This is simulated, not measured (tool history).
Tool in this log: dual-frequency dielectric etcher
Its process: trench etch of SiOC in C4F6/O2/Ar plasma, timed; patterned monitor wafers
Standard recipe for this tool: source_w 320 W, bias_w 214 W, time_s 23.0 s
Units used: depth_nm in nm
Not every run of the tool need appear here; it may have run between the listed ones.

| run | hour | source_w | bias_w | time_s | wafers since the last listed run | hours since the last wet clean | hours since the last source power generator calibration | hours since the last bias power generator calibration | hours since the last upper electrode change | hours since the gauge calibration | read-back reference wafer on the same gauge, depth_nm | depth_nm |
|---|---|---|---|---|---|---|---|---|---|---|---|---|
| 1 | 0.0 | 380 | 214 | 23.0 | 0 | 191.4 | 97.1 | 2417.7 | 2217.5 | 1456.2 | 52.33 | 53.14 |
|  | 17.0 | gauge calibrated |
| 2 | 24.0 | 320 | 214 | 23.0 | 366 | 215.4 | 121.1 | 2441.7 | 2241.5 | 7.0 | 52.43 | 49.08 |
|  | 51.7 | bias power generator calibrated |
|  | 59.1 | wet clean of the chamber, repeated, since the last time left the tool worse |
| 3 | 59.6 | 320 | 214 | 23.0 | 370 | 0.5 | 156.7 | 7.9 | 2277.1 | 42.6 | 52.34 | 45.98 |
| 4 | 61.3 | 320 | 214 | 23.0 | 25 | 2.2 | 158.4 | 9.6 | 2278.8 | 44.3 | 52.32 | 46.43 |
| 5 | 149.4 | 320 | 238 | 30.0 | 1346 | 90.3 | 246.5 | 97.7 | 2366.9 | 132.4 | 52.33 | 61.83 |
| 6 | 177.7 | 270 | 266 | 26.0 | 432 | 118.6 | 274.8 | 126.0 | 2395.2 | 160.7 | 52.43 | 50.89 |
| 7 | 202.4 | 290 | 187 | 28.5 | 377 | 143.3 | 299.5 | 150.7 | 2419.9 | 185.4 | 52.34 | 51.87 |
| 8 | 216.4 | 320 | 214 | 23.0 | 214 | 157.3 | 313.5 | 164.7 | 2433.9 | 199.4 | 52.34 | 46.66 |
| 9 | 250.8 | 320 | 214 | 23.0 | 525 | 191.7 | 347.9 | 199.1 | 2468.3 | 233.8 | 52.36 | 45.88 |
| 10 | 278.1 | 370 | 214 | 26.5 | 417 | 219.0 | 375.2 | 226.4 | 2495.6 | 261.1 | 52.49 | 57.63 |
| 11 | 313.1 | 320 | 256 | 25.5 | 535 | 254.0 | 410.2 | 261.4 | 2530.6 | 296.1 | 52.38 | 53.99 |
| 12 | 330.8 | 320 | 231 | 23.0 | 270 | 271.7 | 427.9 | 279.1 | 2548.3 | 313.8 | 52.55 | 47.31 |
| 13 | 363.5 | 320 | 214 | 23.0 | 499 | 304.4 | 460.6 | 311.8 | 2581.0 | 346.5 | 52.52 | 46.56 |
| 14 | 390.2 | 340 | 214 | 17.0 | 408 | 331.1 | 487.3 | 338.5 | 2607.7 | 373.2 | 52.53 | 35.27 |
|  | 431.2 | upper electrode replaced |
| 15 | 431.7 | 320 | 214 | 26.5 | 267 | 372.6 | 528.8 | 380.0 | 0.5 | 414.7 | 52.44 | 53.73 |
| 16 | 433.6 | 250 | 189 | 25.5 | 29 | 374.5 | 530.7 | 381.9 | 2.4 | 416.6 | 52.37 | 44.18 |
| 17 | 458.4 | 250 | 214 | 23.0 | 379 | 399.3 | 555.5 | 406.7 | 27.2 | 441.4 | 52.47 | 41.12 |
| 18 | 480.1 | 270 | 228 | 21.0 | 331 | 421.0 | 577.2 | 428.4 | 48.9 | 463.1 | 52.31 | 39.54 |
| 19 | 510.0 | 320 | 214 | 20.0 | 457 | 450.9 | 607.1 | 458.3 | 78.8 | 493.0 | 52.47 | 40.17 |
| 20 | 541.7 | 240 | 264 | 17.5 | 484 | 482.6 | 638.8 | 490.0 | 110.5 | 524.7 | 52.43 | 32.78 |
| 21 | 560.5 | 320 | 214 | 23.0 | 287 | 501.4 | 657.6 | 508.8 | 129.3 | 543.5 | 52.51 | 47.12 |
| 22 | 585.5 | 250 | 214 | 28.5 | 382 | 526.4 | 682.6 | 533.8 | 154.3 | 568.5 | 52.45 | 51.57 |
| 23 | 618.9 | 360 | 180 | 23.0 | 510 | 559.8 | 716.0 | 567.2 | 187.7 | 601.9 | 52.31 | 46.99 |
| 24 | 644.5 | 370 | 261 | 23.0 | 391 | 585.4 | 741.6 | 592.8 | 213.3 | 627.5 | 52.39 | 53.98 |
|  | 676.2 | wet clean of the chamber |
| 25 | 676.7 | 350 | 214 | 29.5 | 125 | 0.5 | 773.8 | 625.0 | 245.5 | 659.7 | 52.47 | 60.48 |
| 26 | 707.8 | 370 | 200 | 26.5 | 475 | 31.6 | 804.9 | 656.1 | 276.6 | 690.8 | 52.42 | 54.93 |
| 27 | 740.3 | 250 | 266 | 28.0 | 496 | 64.1 | 837.4 | 688.6 | 309.1 | 723.3 | 52.18 | 52.27 |
| 28 | 755.3 | 360 | 214 | 23.0 | 229 | 79.1 | 852.4 | 703.6 | 324.1 | 738.3 | 52.38 | 48.43 |
| 29 | 782.4 | 320 | 214 | 23.0 | 414 | 106.2 | 879.5 | 730.7 | 351.2 | 765.4 | 52.53 | 45.05 |

Here are 5 independent what-if runs from the current tool condition. What would each one return?
| A | 782.8 | 320 | 214 | 23.0 | 6 | 106.6 | 879.9 | 731.1 | 351.6 | 765.8 | ? | ? |
| B | 782.8 | 240 | 171 | 23.0 | 6 | 106.6 | 879.9 | 731.1 | 351.6 | 765.8 | ? | ? |
| C | 782.8 | 280 | 259 | 20.5 | 6 | 106.6 | 879.9 | 731.1 | 351.6 | 765.8 | ? | ? |
| D | 782.8 | 250 | 195 | 27.0 | 6 | 106.6 | 879.9 | 731.1 | 351.6 | 765.8 | ? | ? |
| E | 782.8 | 390 | 214 | 23.0 | 6 | 106.6 | 879.9 | 731.1 | 351.6 | 765.8 | ? | ? |

| run | read-back reference wafer on the same gauge, depth_nm | depth_nm |
|---|---|---|
| A | 52.52 | 45.49 |
| B | 52.52 | 36.76 |
| C | 52.52 | 40.27 |
| D | 52.52 | 45.84 |
| E | 52.52 | 49.98 |
What these runs would have given with no unlogged condition in the tool:
| run | depth_nm |
|---|---|
| A | 45.41 |
| B | 36.71 |
| C | 40.20 |
| D | 45.77 |
| E | 49.90 |
